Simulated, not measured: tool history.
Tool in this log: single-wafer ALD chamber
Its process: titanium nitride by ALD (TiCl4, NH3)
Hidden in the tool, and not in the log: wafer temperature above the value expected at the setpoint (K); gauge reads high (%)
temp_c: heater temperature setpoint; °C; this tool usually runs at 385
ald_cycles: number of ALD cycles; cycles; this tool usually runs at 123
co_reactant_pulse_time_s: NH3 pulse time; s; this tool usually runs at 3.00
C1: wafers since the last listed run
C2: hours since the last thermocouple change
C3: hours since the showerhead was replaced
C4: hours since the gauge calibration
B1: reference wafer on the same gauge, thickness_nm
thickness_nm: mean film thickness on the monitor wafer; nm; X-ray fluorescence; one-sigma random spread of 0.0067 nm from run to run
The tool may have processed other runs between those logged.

Run 1, day 0.000: usual settings but ald_cycles 143 cycles; C1 0; C2 775.4; C3 4553.1; C4 264.8; B1 2.832. Result: thickness_nm 3.096 nm.
Run 2, day 1.104: usual settings but ald_cycles 143 cycles; C1 67; C2 801.9; C3 4579.6; C4 291.3; B1 2.830. Result: thickness_nm 3.099 nm.
Run 3, day 1.892: usual settings but ald_cycles 143 cycles; C1 47; C2 820.8; C3 4598.5; C4 310.2; B1 2.830. Result: thickness_nm 3.100 nm.
Run 4, day 2.467: usual settings; C1 35; C2 834.6; C3 4612.3; C4 324.0; B1 2.831. Result: thickness_nm 2.663 nm.
Run 5, day 3.333: usual settings but ald_cycles 114 cycles; C1 52; C2 855.4; C3 4633.1; C4 344.8; B1 2.829. Result: thickness_nm 2.465 nm.
Run 6, day 3.921: usual settings but temp_c 390 °C, co_reactant_pulse_time_s 3.54 s; C1 35; C2 869.5; C3 4647.2; C4 358.9; B1 2.830. Result: thickness_nm 2.698 nm.
Run 7, day 4.629: usual settings but temp_c 390 °C, co_reactant_pulse_time_s 3.54 s; C1 43; C2 886.5; C3 4664.2; C4 375.9; B1 2.833. Result: thickness_nm 2.698 nm.
Run 8, day 5.588: usual settings but temp_c 390 °C, co_reactant_pulse_time_s 3.54 s; C1 58; C2 909.5; C3 4687.2; C4 398.9; B1 2.831. Result: thickness_nm 2.692 nm.
Run 9, day 6.479: usual settings; C1 54; C2 930.9; C3 4708.6; C4 420.3; B1 2.831. Result: thickness_nm 2.660 nm.
Run 10, day 8.108: usual settings but ald_cycles 132 cycles; C1 99; C2 970.0; C3 4747.7; C4 459.4; B1 2.829. Result: thickness_nm 2.854 nm.
Run 11, day 9.288: usual settings but ald_cycles 132 cycles; C1 71; C2 998.3; C3 4776.0; C4 487.7; B1 2.832. Result: thickness_nm 2.860 nm.
Run 12, day 10.021: usual settings but ald_cycles 132 cycles; C1 44; C2 1015.9; C3 4793.6; C4 505.3; B1 2.833. Result: thickness_nm 2.862 nm.
Run 13, day 10.717: usual settings; C1 42; C2 1032.6; C3 4810.3; C4 522.0; B1 2.831. Result: thickness_nm 2.655 nm.
Run 14, day 11.983: usual settings; C1 77; C2 1063.0; C3 4840.7; C4 552.4; B1 2.830. Result: thickness_nm 2.650 nm.
At day 12.912: thermocouple changed; heater temperature recalibrated.
Run 15, day 12.938: usual settings; C1 37; C2 0.6; C3 4863.6; C4 575.3; B1 2.830. Result: thickness_nm 2.661 nm.
Run 16, day 14.233: usual settings; C1 78; C2 31.7; C3 4894.7; C4 606.4; B1 2.830. Result: thickness_nm 2.669 nm.
Run 17, day 15.317: usual settings but temp_c 381 °C, ald_cycles 139 cycles; C1 65; C2 57.7; C3 4920.7; C4 632.4; B1 2.829. Result: thickness_nm 3.001 nm.
At day 16.196: showerhead replaced.
Run 18, day 16.217: usual settings but temp_c 381 °C, ald_cycles 139 cycles; C1 34; C2 79.3; C3 0.5; C4 654.0; B1 2.829. Result: thickness_nm 3.003 nm.
Run 19, day 16.600: usual settings but temp_c 379 °C, co_reactant_pulse_time_s 2.59 s; C1 23; C2 88.5; C3 9.7; C4 663.2; B1 2.831. Result: thickness_nm 2.619 nm.
Run 20, day 17.412: usual settings but co_reactant_pulse_time_s 2.15 s; C1 49; C2 108.0; C3 29.2; C4 682.7; B1 2.832. Result: thickness_nm 2.610 nm.
Run 21, day 18.467: usual settings but co_reactant_pulse_time_s 3.42 s; C1 64; C2 133.3; C3 54.5; C4 708.0; B1 2.831. Result: thickness_nm 2.687 nm.
Run 22, day 19.729: usual settings; C1 76; C2 163.6; C3 84.8; C4 738.3; B1 2.831. Result: thickness_nm 2.661 nm.
At day 20.200: gauge calibrated.
Run 23, day 20.250: usual settings but temp_c 397 °C, ald_cycles 144 cycles; C1 31; C2 176.1; C3 97.3; C4 1.2; B1 2.831. Result: thickness_nm 3.142 nm.
Run 24, day 21.071: usual settings but temp_c 395 °C; C1 49; C2 195.8; C3 117.0; C4 20.9; B1 2.831. Result: thickness_nm 2.690 nm.
Run 25, day 21.796: usual settings; C1 44; C2 213.2; C3 134.4; C4 38.3; B1 2.831. Result: thickness_nm 2.681 nm.
Run 26, day 22.633: usual settings; C1 50; C2 233.3; C3 154.5; C4 58.4; B1 2.831. Result: thickness_nm 2.656 nm.
Run 27, day 23.292: usual settings but temp_c 397 °C, co_reactant_pulse_time_s 2.41 s; C1 40; C2 249.1; C3 170.3; C4 74.2; B1 2.830. Result: thickness_nm 2.655 nm.
Run 28, day 24.308: usual settings but temp_c 375 °C, ald_cycles 99 cycles, co_reactant_pulse_time_s 3.82 s; C1 61; C2 273.5; C3 194.7; C4 98.6; B1 2.831. Result: thickness_nm 2.155 nm.
Run 29, day 25.512: usual settings but ald_cycles 139 cycles, co_reactant_pulse_time_s 4.14 s; C1 73; C2 302.4; C3 223.6; C4 127.5; B1 2.829. Result: thickness_nm 3.074 nm.
Run 30, day 26.571: usual settings but co_reactant_pulse_time_s 3.66 s; C1 64; C2 327.8; C3 249.0; C4 152.9; B1 2.828. Result: thickness_nm 2.694 nm.
Run 31, day 28.396: usual settings; C1 111; C2 371.6; C3 292.8; C4 196.7; B1 2.831. Result: thickness_nm 2.662 nm.

Consider 5 possible next runs. They are alternatives, not a sequence: every one starts from the tool as it was left by run 31. What does each give?
Run A, day 28.425: usual settings but ald_cycles 112 cycles; C1 1; C2 372.3; C3 293.5; C4 197.4; B1 ?. Result: thickness_nm ?.
Run B, day 28.425: usual settings but temp_c 381 °C, co_reactant_pulse_time_s 3.70 s; C1 1; C2 372.3; C3 293.5; C4 197.4; B1 ?. Result: thickness_nm ?.
Run C, day 28.425: usual settings but ald_cycles 142 cycles, co_reactant_pulse_time_s 3.73 s; C1 1; C2 372.3; C3 293.5; C4 197.4; B1 ?. Result: thickness_nm ?.
Run D, day 28.425: usual settings but ald_cycles 131 cycles; C1 1; C2 372.3; C3 293.5; C4 197.4; B1 ?. Result: thickness_nm ?.
Run E, day 28.425: usual settings but ald_cycles 110 cycles; C1 1; C2 372.3; C3 293.5; C4 197.4; B1 ?. Result: thickness_nm ?.

run     B1  thickness_nm
  A  2.829         2.432
  B  2.829         2.695
  C  2.829         3.118
  D  2.829         2.845
  E  2.829         2.389
With no hidden state in the tool, these same runs would have given:
run  thickness_nm
  A         2.432
  B         2.695
  C         3.118
  D         2.845
  E         2.389

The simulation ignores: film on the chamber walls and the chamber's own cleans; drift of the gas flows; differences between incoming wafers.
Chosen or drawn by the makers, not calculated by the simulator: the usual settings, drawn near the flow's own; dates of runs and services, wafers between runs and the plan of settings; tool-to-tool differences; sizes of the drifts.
